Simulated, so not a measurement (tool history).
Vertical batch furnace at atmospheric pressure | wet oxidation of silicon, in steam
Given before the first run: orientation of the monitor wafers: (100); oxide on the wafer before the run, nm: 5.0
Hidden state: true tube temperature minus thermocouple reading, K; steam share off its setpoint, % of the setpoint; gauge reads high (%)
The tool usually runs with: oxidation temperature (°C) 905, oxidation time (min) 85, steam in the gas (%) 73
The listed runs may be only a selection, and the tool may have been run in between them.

run    hour  oxidation temperature (°C)  oxidation time (min)  steam in the gas (%)  wafers since the last listed run  hours since the last temperature calibration  hours since the steam generator was serviced  hours since the gauge calibration  read-back reference wafer on the same gauge, thickness  oxide thickness on the monitor wafer (nm)
  1       0                         905                    71                    79                                 0                                        1313.6                                          1088                              626.8                                                  214.55                                     165.85
  2    67.8                         905                    85                    70                               620                                        1381.4                                        1155.8                              694.6                                                  214.96                                     174.23
  3   109.9                         905                    85                    70                               385                                        1423.5                                        1197.9                              736.7                                                  214.82                                     174.38
  4   158.2                         905                    85                    73                               442                                        1471.8                                        1246.2                                785                                                   214.9                                     180.02
  5     225                         905                    85                    73                               611                                        1538.6                                          1313                              851.8                                                   215.1                                      181.4
  6   290.4                         905                    85                    73                               598                                          1604                                        1378.4                              917.2                                                  215.17                                     181.55
  7   394.3                         905                    85                    77                               950                                        1707.9                                        1482.3                             1021.1                                                  215.37                                     190.61
  8   489.6                         905                   106                    73                               872                                        1803.2                                        1577.6                             1116.4                                                  215.56                                     219.01
  9   586.3                         926                  69.5                    73                               885                                        1899.9                                        1674.3                             1213.1                                                  215.55                                     195.04
      606.3  -- gauge calibrated
 10   658.3                         925                    59                    77                               658                                        1971.9                                        1746.3                                 52                                                   210.1                                     171.31
 11   712.1                         885                    85                    78                               492                                        2025.7                                        1800.1                              105.8                                                  210.91                                     143.12
 12   751.3                         905                    85                    73                               358                                        2064.9                                        1839.3                                145                                                  211.46                                     177.12
      812.1  -- steam generator serviced
 13   812.6                         905                    85                    73                               341                                        2126.2                                           0.5                              206.3                                                  211.95                                     179.28
      864.8  -- thermocouples replaced and temperature profile calibrated
 14   870.8                         884                   109                    73                               313                                             6                                          58.7                              264.5                                                  212.46                                     166.23
 15   965.9                         905                    85                    79                               870                                         101.1                                         153.8                              359.6                                                  213.29                                     193.04
 16  1009.2                         924                    85                    66                               396                                         144.4                                         197.1                              402.9                                                  213.72                                     206.22
 17  1106.2                         905                    85                    73                               887                                         241.4                                         294.1                              499.9                                                  214.07                                      179.9

4 ways to go on from here, each from the tool as it stands after run 17. What would each give?
  A  1111.4                         905                    85                    73                                47                                         246.6                                         299.3                              505.1                                                       ?                                          ?
  B  1111.4                         905                    85                    85                                47                                         246.6                                         299.3                              505.1                                                       ?                                          ?
  C  1111.4                         905                    85                    69                                47                                         246.6                                         299.3                              505.1                                                       ?                                          ?
  D  1111.4                         928                 109.5                    84                                47                                         246.6                                         299.3                              505.1                                                       ?                                          ?

run  read-back reference wafer on the same gauge, thickness  oxide thickness on the monitor wafer (nm)
  A                                                  214.02                                     180.73
  B                                                  214.02                                     205.69
  C                                                  214.02                                     172.21
  D                                                  214.02                                     320.12
Had the tool no hidden state, the same runs would have come out as:
run  oxide thickness on the monitor wafer (nm)
  A                                     177.26
  B                                     201.75
  C                                     168.91
  D                                     313.99

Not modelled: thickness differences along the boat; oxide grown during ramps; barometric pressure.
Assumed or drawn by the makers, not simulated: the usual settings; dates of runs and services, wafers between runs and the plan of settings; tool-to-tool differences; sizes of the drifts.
